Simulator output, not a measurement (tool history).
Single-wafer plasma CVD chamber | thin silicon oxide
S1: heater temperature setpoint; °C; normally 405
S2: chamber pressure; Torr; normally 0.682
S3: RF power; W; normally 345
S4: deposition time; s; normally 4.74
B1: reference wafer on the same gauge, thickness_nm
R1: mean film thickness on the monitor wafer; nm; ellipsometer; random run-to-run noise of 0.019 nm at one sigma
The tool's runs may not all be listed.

Run 1, hour 0: usual settings but S2 0.557 Torr; B1 6.913. Result: R1 6.327 nm.
Run 2, hour 57.1: usual settings but S2 0.557 Torr; B1 6.907. Result: R1 6.314 nm.
Run 3, hour 109.6: usual settings; B1 6.903. Result: R1 7.059 nm.
Run 4, hour 176.8: usual settings; B1 6.905. Result: R1 7.094 nm.
Run 5, hour 262.2: usual settings; B1 6.908. Result: R1 7.07 nm.
Run 6, hour 330.3: usual settings; B1 6.911. Result: R1 7.06 nm.
At hour 348.5: RF generator calibrated.
Run 7, hour 368.5: usual settings; B1 6.909. Result: R1 7.089 nm.
Run 8, hour 487.9: usual settings; B1 6.912. Result: R1 7.03 nm.
At hour 528.5: gauge calibrated.
At hour 542.7: showerhead replaced.
Run 9, hour 543.2: usual settings but S1 400 °C, S2 0.852 Torr, S4 4.47 s; B1 6.907. Result: R1 7.65 nm.
Run 10, hour 598.9: usual settings but S1 395 °C, S3 390 W, S4 5.18 s; B1 6.911. Result: R1 8.013 nm.

Predict the results of run 11:
Run 11, hour 661.7: usual settings but S2 0.591 Torr, S3 315 W; B1 ?. Result: R1 ?.

B1: 6.909
R1: 6.345 nm
With no hidden state in the tool, this same run would have given R1 6.54 nm.

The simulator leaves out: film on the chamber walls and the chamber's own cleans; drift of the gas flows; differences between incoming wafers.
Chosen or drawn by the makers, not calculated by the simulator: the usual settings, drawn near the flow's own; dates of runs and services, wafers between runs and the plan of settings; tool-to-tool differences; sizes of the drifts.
